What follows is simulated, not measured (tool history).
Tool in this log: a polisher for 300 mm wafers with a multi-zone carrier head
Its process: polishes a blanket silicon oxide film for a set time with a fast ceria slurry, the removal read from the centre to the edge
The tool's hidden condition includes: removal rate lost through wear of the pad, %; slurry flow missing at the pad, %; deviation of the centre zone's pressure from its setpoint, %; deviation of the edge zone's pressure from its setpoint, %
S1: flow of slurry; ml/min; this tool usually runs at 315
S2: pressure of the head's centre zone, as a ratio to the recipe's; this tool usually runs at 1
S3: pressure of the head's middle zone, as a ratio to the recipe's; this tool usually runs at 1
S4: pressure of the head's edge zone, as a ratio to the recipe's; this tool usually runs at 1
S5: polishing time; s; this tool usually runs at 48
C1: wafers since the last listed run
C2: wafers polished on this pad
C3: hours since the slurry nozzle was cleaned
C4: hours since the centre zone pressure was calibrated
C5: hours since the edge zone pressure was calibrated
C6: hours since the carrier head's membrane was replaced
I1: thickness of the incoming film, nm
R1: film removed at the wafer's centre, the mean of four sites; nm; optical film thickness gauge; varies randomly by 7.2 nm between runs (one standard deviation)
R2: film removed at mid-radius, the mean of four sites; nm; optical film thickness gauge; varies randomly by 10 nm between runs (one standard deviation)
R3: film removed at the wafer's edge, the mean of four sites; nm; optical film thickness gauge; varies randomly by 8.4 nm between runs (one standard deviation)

| run | day | S1 | S2 | S3 | S4 | S5 | C1 | C2 | C3 | C4 | C5 | C6 | I1 | R1 | R2 | R3 |
|---|---|---|---|---|---|---|---|---|---|---|---|---|---|---|---|---|
| 1 | 0 | 315 | 1 | 0.95 | 1 | 48 | 0 | 1334 | 501.2 | 27.3 | 1170.6 | 22.4 | 2819.1 | 937.8 | 901.7 | 920 |
|  | 0.212 | slurry nozzle cleaned |
|  | 0.288 | worn pad replaced by a new one |
| 2 | 0.738 | 315 | 1 | 1 | 1 | 48 | 205 | 149 | 12.6 | 45 | 1188.3 | 40.1 | 2862.9 | 961.9 | 988.4 | 943.6 |
| 3 | 1.104 | 315 | 1 | 1 | 1 | 48 | 120 | 269 | 21.4 | 53.8 | 1197.1 | 48.9 | 2892.9 | 971.4 | 962.7 | 949.9 |
| 4 | 1.575 | 315 | 1 | 1 | 1 | 48 | 155 | 425 | 32.7 | 65.1 | 1208.4 | 60.2 | 2861.8 | 970.8 | 961.2 | 942.3 |
| 5 | 2.167 | 315 | 1 | 1 | 1 | 48 | 195 | 620 | 46.9 | 79.3 | 1222.6 | 74.4 | 2884.5 | 955.1 | 969.9 | 952 |
| 6 | 2.629 | 315 | 1 | 1 | 1 | 48 | 152 | 772 | 58 | 90.4 | 1233.7 | 85.5 | 2823.9 | 963.9 | 956.9 | 929.9 |
| 7 | 3.079 | 315 | 1 | 1 | 1 | 48 | 148 | 920 | 68.8 | 101.2 | 1244.5 | 96.3 | 2886.6 | 952.6 | 944.2 | 933.8 |
| 8 | 3.596 | 315 | 1 | 1 | 1.1 | 59 | 170 | 1091 | 81.2 | 113.6 | 1256.9 | 108.7 | 2814.4 | 1162.1 | 1162.5 | 1182.6 |
| 9 | 4.071 | 285 | 0.95 | 1 | 1 | 48 | 156 | 1247 | 92.6 | 125 | 1268.3 | 120.1 | 2905.2 | 896 | 938.4 | 928.2 |
| 10 | 4.346 | 380 | 1.07 | 1.05 | 1.05 | 48 | 90 | 1338 | 99.2 | 131.6 | 1274.9 | 126.7 | 2847.5 | 1029.3 | 965.5 | 964.5 |
| 11 | 4.9 | 345 | 1 | 0.93 | 1 | 48 | 182 | 1521 | 112.5 | 144.9 | 1288.2 | 140 | 2810.1 | 947.5 | 885.3 | 918.3 |
|  | 5.342 | worn pad replaced by a new one |
|  | 5.596 | edge zone pressure recalibrated |
| 12 | 6.412 | 355 | 1 | 1 | 1 | 48 | 416 | 326 | 148.8 | 181.2 | 19.6 | 176.3 | 2888.2 | 984.8 | 966.8 | 966.4 |
| 13 | 7.038 | 405 | 1 | 1 | 1 | 48 | 206 | 532 | 163.8 | 196.2 | 34.6 | 191.3 | 2896 | 992.1 | 984.8 | 971.5 |
| 14 | 7.379 | 315 | 1 | 1 | 1 | 48 | 112 | 644 | 172 | 204.4 | 42.8 | 199.5 | 2885.5 | 969 | 955.7 | 941.5 |
| 15 | 7.671 | 315 | 1.05 | 1.08 | 1.06 | 48 | 96 | 741 | 179 | 211.4 | 49.8 | 206.5 | 2849.1 | 1009.7 | 1036.7 | 957.8 |
| 16 | 8.408 | 315 | 1 | 1.04 | 1 | 48 | 243 | 984 | 196.7 | 229.1 | 67.5 | 224.2 | 2839 | 947.3 | 992.9 | 941.2 |
| 17 | 8.975 | 315 | 0.9 | 0.93 | 1 | 48 | 186 | 1170 | 210.3 | 242.7 | 81.1 | 237.8 | 2851.6 | 849.6 | 887 | 922.8 |
| 18 | 9.333 | 315 | 1 | 1 | 1 | 48 | 118 | 1289 | 218.9 | 251.3 | 89.7 | 246.4 | 2850.7 | 944.6 | 940.7 | 911.6 |
| 19 | 10.075 | 315 | 1 | 1 | 1 | 32 | 244 | 1533 | 236.7 | 269.1 | 107.5 | 264.2 | 2844.6 | 618.3 | 616.3 | 603.3 |
|  | 10.367 | worn pad replaced by a new one |
| 20 | 10.646 | 315 | 1 | 1 | 1 | 48 | 133 | 91 | 250.4 | 282.8 | 121.2 | 277.9 | 2804.9 | 979.9 | 965.3 | 954.6 |
| 21 | 11.388 | 270 | 1 | 1 | 0.96 | 48 | 244 | 336 | 268.2 | 300.6 | 139 | 295.7 | 2887.3 | 947.4 | 954.9 | 922.4 |
| 22 | 11.875 | 315 | 1 | 1.12 | 0.97 | 48 | 160 | 496 | 279.9 | 312.3 | 150.7 | 307.4 | 2814.6 | 982.6 | 1044.2 | 941.7 |
| 23 | 12.125 | 415 | 1 | 0.93 | 1 | 48 | 82 | 579 | 285.9 | 318.3 | 156.7 | 313.4 | 2889.5 | 999.2 | 918.6 | 947 |

Predict each of these 3 candidate next runs independently; none follows another, all start after run 23:
| A | 12.142 | 425 | 1 | 1 | 1 | 48 | 5 | 584 | 286.3 | 318.7 | 157.1 | 313.8 | 2814.1 | ? | ? | ? |
| B | 12.142 | 315 | 1.06 | 1 | 1 | 33 | 5 | 584 | 286.3 | 318.7 | 157.1 | 313.8 | 2814.1 | ? | ? | ? |
| C | 12.142 | 315 | 1 | 0.95 | 1.04 | 48 | 5 | 584 | 286.3 | 318.7 | 157.1 | 313.8 | 2814.1 | ? | ? | ? |

| run | R1 | R2 | R3 |
|---|---|---|---|
| A | 989.6 | 987.8 | 957.9 |
| B | 704.1 | 664 | 647.4 |
| C | 965.4 | 925.3 | 960.5 |
Take away the tool's hidden state, keep each run's random variation, and the runs would have read:
| run | R1 | R2 | R3 |
|---|---|---|---|
| A | 1009.6 | 1007.7 | 977.2 |
| B | 718.3 | 677.4 | 660.5 |
| C | 984.9 | 944 | 979.9 |

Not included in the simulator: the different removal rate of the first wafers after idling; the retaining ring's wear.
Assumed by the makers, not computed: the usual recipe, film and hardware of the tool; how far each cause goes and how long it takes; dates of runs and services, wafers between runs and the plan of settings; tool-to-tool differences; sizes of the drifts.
